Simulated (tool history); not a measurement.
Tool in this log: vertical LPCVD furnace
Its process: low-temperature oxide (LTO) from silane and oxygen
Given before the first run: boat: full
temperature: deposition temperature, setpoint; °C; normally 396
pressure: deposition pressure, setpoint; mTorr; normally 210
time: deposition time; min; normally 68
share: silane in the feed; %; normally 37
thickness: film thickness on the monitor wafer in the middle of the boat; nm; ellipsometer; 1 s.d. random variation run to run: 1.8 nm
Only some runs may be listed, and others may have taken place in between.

run	hour	temperature	pressure	time	share	wafers since the last listed run	hours since the last temperature calibration	hours since the pressure gauge was zeroed	hours since the silane flow controller was replaced	hours since the gauge calibration	read-back reference wafer on the same gauge, thickness	thickness
1	0	396	210	79.5	37	0	3258.2	2611.6	3114.4	1021.3	456.46	578.32
2	13	396	210	68	37	188	3271.2	2624.6	3127.4	1034.3	456.79	491.45
3	26.2	396	210	68	37	191	3284.4	2637.8	3140.6	1047.5	456.67	491.8
4	47.3	396	210	68	37	305	3305.5	2658.9	3161.7	1068.6	456.71	489.3
5	72.4	396	210	68	37	363	3330.6	2684	3186.8	1093.7	456.36	494.64
6	87.1	396	210	68	42	212	3345.3	2698.7	3201.5	1108.4	457.31	570.21
7	105.5	396	210	68	42	266	3363.7	2717.1	3219.9	1126.8	456.9	575.96
8	207.5	396	210	68	42	1475	3465.7	2819.1	3321.9	1228.8	457.29	576.3
9	225.6	396	210	68	37	261	3483.8	2837.2	3340	1246.9	456.72	496.53
10	240.3	396	210	68	37	212	3498.5	2851.9	3354.7	1261.6	457.31	491.71
11	274.5	406	235	51.5	37	494	3532.7	2886.1	3388.9	1295.8	456.94	467.39
12	302.3	396	210	53	37	402	3560.5	2913.9	3416.7	1323.6	455.89	385.2
# hour 338: thermocouples replaced and temperature profile calibrated
# hour 377.6: pressure gauge zeroed
# hour 380.4: silane flow controller replaced
13	403.7	407	210	87.5	37	732	65.7	26.1	23.3	1425	457.05	690.41
14	433	404	210	68	37	423	95	55.4	52.6	1454.3	456.42	517.59
15	463.7	396	210	68	37	444	125.7	86.1	83.3	1485	457.46	478.15
16	488.2	396	210	68	39	354	150.2	110.6	107.8	1509.5	457.1	507.44
17	509.4	391	210	68	37	306	171.4	131.8	129	1530.7	457.26	446.7
# hour 518.8: gauge calibrated
18	552.1	396	210	68	42	617	214.1	174.5	171.7	33.3	457.41	553.34
19	582	396	255	47	37	432	244	204.4	201.6	63.2	457.7	401.97
20	682.7	396	210	68	37	1457	344.7	305.1	302.3	163.9	456.85	472.61
21	701	396	185	79	32	264	363	323.4	320.6	182.2	456.82	400.14
22	720.6	396	210	68	37	283	382.6	343	340.2	201.8	457.03	475.21
23	745.5	388	210	68	40	360	407.5	367.9	365.1	226.7	456.8	481.09
24	769.2	396	210	68	37	342	431.2	391.6	388.8	250.4	457.49	477.97

Run 25 has not been measured yet. What should we expect?
25	788.8	396	210	68	37	283	450.8	411.2	408.4	270	?	?

{"run 25": {"read-back reference wafer on the same gauge, thickness": 456.67, "thickness": 475.32}}
Minus the tool's unlogged condition, the same run would have read thickness 468.41 nm.
